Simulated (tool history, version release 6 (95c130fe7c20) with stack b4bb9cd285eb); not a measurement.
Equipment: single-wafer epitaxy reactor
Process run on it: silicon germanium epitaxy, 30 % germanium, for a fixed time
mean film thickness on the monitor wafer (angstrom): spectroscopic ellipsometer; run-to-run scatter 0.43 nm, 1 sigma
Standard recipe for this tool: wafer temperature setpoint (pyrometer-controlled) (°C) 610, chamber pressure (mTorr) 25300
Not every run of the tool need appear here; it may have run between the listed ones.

run	hour	wafer temperature setpoint (pyrometer-controlled) (°C)	chamber pressure (mTorr)	read-back reference wafer on the same gauge, thickness_nm	mean film thickness on the monitor wafer (angstrom)
1	0	610	25300	83.431	747.33
2	35.7	610	25300	83.435	748.98
3	104.1	610	25300	83.444	751.05
# hour 123.2: showerhead replaced
4	126.9	610	25300	83.364	746.15
5	146.9	610	25300	83.543	747.29
6	174.9	610	25300	83.498	745.47
7	201.2	610	25300	83.483	750.01
8	236.4	610	25300	83.185	749.45
9	270.3	610	25300	83.274	743.05
10	289.9	610	25300	83.355	747.32
# hour 296.9: gauge calibrated
11	324.2	601	20400	83.554	594
12	339	610	25300	83.405	750.18
13	363.8	620	27000	83.463	917.71
14	396	615	21000	83.251	774.73
15	416.6	622	27000	83.54	952.55
16	434.7	601	28800	83.475	651.82
17	451	610	25300	83.538	754.25
# hour 477.7: capacitance manometer re-zeroed and calibrated
18	482	604	19600	83.537	618.39
19	508.7	598	23500	83.465	583.49
20	522.5	621	29300	83.324	961.26
21	552.2	610	25300	83.417	750.29
22	575	605	20800	83.346	654.2
23	592.7	610	25300	83.411	747.12
24	605.7	610	25300	83.483	746.84
25	631.4	614	25300	83.475	806.3
26	660.3	598	22800	83.184	576.31
27	681.5	610	25300	83.359	746.59
28	716.6	610	25300	83.292	750.6
29	750.2	624	25300	83.602	983.08
30	781.9	610	25300	83.449	744.7
31	804.7	600	31600	83.248	667.81
32	830.2	616	20000	83.227	792.18
33	851.7	610	29700	83.344	780.8
34	886.6	605	21100	83.341	645.94
35	901.9	620	27000	83.585	924.19
36	927	610	25300	83.359	756.93

Give the tool's hidden conditions for every run:
wafer temperature above the value expected at the setpoint (K): 0 on each run
true pressure above the setpoint (%): 0 on each run
gauge reads high (%): 0 on each run
